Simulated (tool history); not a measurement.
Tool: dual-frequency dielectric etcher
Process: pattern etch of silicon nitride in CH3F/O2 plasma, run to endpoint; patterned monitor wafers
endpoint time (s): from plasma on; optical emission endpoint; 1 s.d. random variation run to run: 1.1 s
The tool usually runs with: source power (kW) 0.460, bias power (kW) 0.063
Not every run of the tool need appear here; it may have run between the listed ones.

run    hour  source power (kW)  bias power (kW)  wafers since the last listed run  hours since the last wet clean  hours since the last source power generator calibration  hours since the last bias power generator calibration  hours since the last upper electrode change  incoming incoming film thickness, nm  endpoint time (s)
  1     0.0              0.460            0.069                                 0                            62.2                                                    708.5                                                 1523.2                                       5884.2                                 110.4              116.9
  2    50.7              0.460            0.063                               493                           112.9                                                    759.2                                                 1573.9                                       5934.9                                 112.3              123.5
  3   106.6              0.460            0.063                               544                           168.8                                                    815.1                                                 1629.8                                       5990.8                                 112.7              125.8
  4   174.6              0.460            0.063                               662                           236.8                                                    883.1                                                 1697.8                                       6058.8                                 111.6              125.1
  5   215.5              0.460            0.063                               398                           277.7                                                    924.0                                                 1738.7                                       6099.7                                 112.2              130.2
  6   282.2              0.410            0.063                               649                           344.4                                                    990.7                                                 1805.4                                       6166.4                                 112.5              131.8
  7   312.1              0.460            0.063                               291                           374.3                                                   1020.6                                                 1835.3                                       6196.3                                 112.6              129.8
      385.7  -- wet clean of the chamber
  8   386.2              0.380            0.063                               488                             0.5                                                   1094.7                                                 1909.4                                       6270.4                                 112.0              126.2
  9   413.7              0.460            0.063                               267                            28.0                                                   1122.2                                                 1936.9                                       6297.9                                 112.1              120.8
 10   439.3              0.460            0.063                               249                            53.6                                                   1147.8                                                 1962.5                                       6323.5                                 110.6              118.8
 11   463.4              0.460            0.063                               234                            77.7                                                   1171.9                                                 1986.6                                       6347.6                                 111.8              119.3
      514.6  -- upper electrode replaced
 12   516.2              0.460            0.058                               280                           130.5                                                   1224.7                                                 2039.4                                          1.6                                 111.8              129.3
 13   582.5              0.460            0.055                               645                           196.8                                                   1291.0                                                 2105.7                                         67.9                                 112.4              131.0
 14   647.5              0.460            0.055                               633                           261.8                                                   1356.0                                                 2170.7                                        132.9                                 112.1              133.6
 15   715.7              0.460            0.055                               664                           330.0                                                   1424.2                                                 2238.9                                        201.1                                 111.2              130.9
 16   749.3              0.490            0.056                               327                           363.6                                                   1457.8                                                 2272.5                                        234.7                                 111.2              128.8
      772.2  -- bias power generator calibrated
 17   780.0              0.380            0.063                               260                           394.3                                                   1488.5                                                    7.8                                        265.4                                 112.5              133.6
      828.1  -- source power generator calibrated
      834.7  -- wet clean of the chamber
 18   835.2              0.550            0.072                               434                             0.5                                                      7.1                                                   63.0                                        320.6                                 112.7              107.4
 19   854.9              0.460            0.063                               191                            20.2                                                     26.8                                                   82.7                                        340.3                                 112.0              121.3
 20   880.5              0.420            0.074                               249                            45.8                                                     52.4                                                  108.3                                        365.9                                 111.5              114.9
 21   908.9              0.350            0.070                               276                            74.2                                                     80.8                                                  136.7                                        394.3                                 112.0              124.0
 22   949.9              0.350            0.068                               399                           115.2                                                    121.8                                                  177.7                                        435.3                                 111.5              127.2
 23   987.7              0.520            0.056                               368                           153.0                                                    159.6                                                  215.5                                        473.1                                 112.6              124.1
 24  1022.4              0.500            0.073                               338                           187.7                                                    194.3                                                  250.2                                        507.8                                 110.6              111.4
 25  1047.9              0.460            0.063                               248                           213.2                                                    219.8                                                  275.7                                        533.3                                 111.8              123.9
 26  1228.0              0.560            0.070                              1754                           393.3                                                    399.9                                                  455.8                                        713.4                                 113.1              116.5
     1274.5  -- wet clean of the chamber
 27  1275.0              0.500            0.078                               224                             0.5                                                    446.9                                                  502.8                                        760.4                                 112.0              107.8
 28  1325.9              0.460            0.063                               495                            51.4                                                    497.8                                                  553.7                                        811.3                                 112.3              123.4
 29  1368.5              0.520            0.049                               415                            94.0                                                    540.4                                                  596.3                                        853.9                                 111.1              128.9
 30  1429.7              0.350            0.063                               596                           155.2                                                    601.6                                                  657.5                                        915.1                                 111.0              132.9
 31  1552.5              0.360            0.048                              1196                           278.0                                                    724.4                                                  780.3                                       1037.9                                 111.7              146.9
 32  1589.5              0.390            0.067                               360                           315.0                                                    761.4                                                  817.3                                       1074.9                                 112.0              127.0
 33  1627.3              0.560            0.071                               368                           352.8                                                    799.2                                                  855.1                                       1112.7                                 112.6              115.5

Difference, measured minus no-hidden-state, one row per run. Run-to-run variation is common to both terms; the gauge's own scatter need not be:
Hidden state present: etch rate over this chamber's usual, %; source power that arrives over what is set, %; bias power that arrives over what is set, %.
run  endpoint time (s)
  1               +2.2
  2               +3.0
  3               +3.9
  4               +4.9
  5               +5.7
  6               +6.9
  7               +7.2
  8               -0.6
  9               -0.2
 10               +0.2
 11               +0.5
 12               +1.4
 13               +2.4
 14               +3.5
 15               +4.4
 16               +4.9
 17               +5.6
 18               -0.3
 19               -0.1
 20               +0.3
 21               +0.7
 22               +1.3
 23               +1.9
 24               +2.2
 25               +2.7
 26               +5.1
 27               +0.0
 28               +0.7
 29               +1.5
 30               +2.4
 31               +4.8
 32               +4.7
 33               +4.8
